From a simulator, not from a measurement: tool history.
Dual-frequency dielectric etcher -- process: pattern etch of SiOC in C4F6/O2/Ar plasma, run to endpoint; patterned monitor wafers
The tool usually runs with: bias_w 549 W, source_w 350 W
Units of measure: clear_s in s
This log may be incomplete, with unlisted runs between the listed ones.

| run | day | bias_w | source_w | incoming incoming film thickness, nm | clear_s |
|---|---|---|---|---|---|
| 1 | 0.000 | 549 | 350 | 34.19 | 12.6 |
| 2 | 0.812 | 633 | 350 | 34.13 | 12.1 |
| 3 | 1.325 | 633 | 350 | 33.73 | 11.8 |
| 4 | 2.112 | 633 | 350 | 33.82 | 11.9 |
| 5 | 3.071 | 549 | 350 | 33.50 | 12.3 |
| 6 | 4.129 | 549 | 350 | 33.77 | 12.4 |
| 7 | 4.858 | 549 | 350 | 33.92 | 12.3 |
| 8 | 5.746 | 549 | 350 | 34.13 | 12.4 |
| 9 | 6.967 | 549 | 350 | 33.97 | 12.2 |
| 10 | 7.871 | 549 | 350 | 34.23 | 12.5 |
|  | 8.254 | bias power generator calibrated |
|  | 8.888 | wet clean of the chamber |
| 11 | 9.796 | 549 | 420 | 33.76 | 12.1 |
| 12 | 10.638 | 549 | 440 | 33.57 | 11.8 |
|  | 12.046 | upper electrode replaced |
| 13 | 12.067 | 593 | 380 | 33.71 | 12.4 |
| 14 | 12.821 | 497 | 430 | 33.54 | 12.0 |
| 15 | 14.183 | 586 | 320 | 33.72 | 12.8 |
| 16 | 14.846 | 513 | 300 | 33.79 | 13.7 |
| 17 | 16.175 | 664 | 350 | 33.74 | 12.2 |
| 18 | 16.725 | 549 | 350 | 34.03 | 13.0 |
| 19 | 17.504 | 416 | 300 | 34.07 | 14.4 |
| 20 | 18.708 | 676 | 300 | 33.68 | 12.7 |
| 21 | 19.696 | 549 | 350 | 33.76 | 12.8 |
| 22 | 20.296 | 549 | 280 | 33.37 | 13.4 |
| 23 | 21.254 | 549 | 350 | 33.59 | 12.6 |
| 24 | 21.975 | 631 | 410 | 33.77 | 11.4 |
| 25 | 22.546 | 549 | 350 | 33.78 | 12.6 |
| 26 | 23.679 | 463 | 440 | 34.08 | 12.1 |
| 27 | 24.454 | 641 | 390 | 33.93 | 11.5 |
| 28 | 24.983 | 549 | 290 | 33.66 | 13.2 |
| 29 | 25.608 | 635 | 280 | 33.64 | 13.1 |
| 30 | 26.346 | 466 | 330 | 33.78 | 13.1 |
| 31 | 26.983 | 439 | 350 | 33.77 | 13.1 |
| 32 | 27.658 | 633 | 350 | 34.28 | 12.2 |
| 33 | 28.312 | 515 | 320 | 33.61 | 12.9 |
| 34 | 29.050 | 549 | 350 | 34.06 | 12.5 |

5 ways to go on from here, each from the tool as it stands after run 34. What would each give?
| A | 29.067 | 549 | 350 | 33.48 | ? |
| B | 29.067 | 467 | 350 | 33.48 | ? |
| C | 29.067 | 549 | 260 | 33.48 | ? |
| D | 29.067 | 488 | 350 | 33.48 | ? |
| E | 29.067 | 486 | 280 | 33.48 | ? |

| run | clear_s |
|---|---|
| A | 12.3 |
| B | 12.7 |
| C | 13.6 |
| D | 12.6 |
| E | 13.6 |
Without the tool's hidden state the same runs would have given:
| run | clear_s |
|---|---|
| A | 12.7 |
| B | 13.2 |
| C | 14.1 |
| D | 13.1 |
| E | 14.1 |
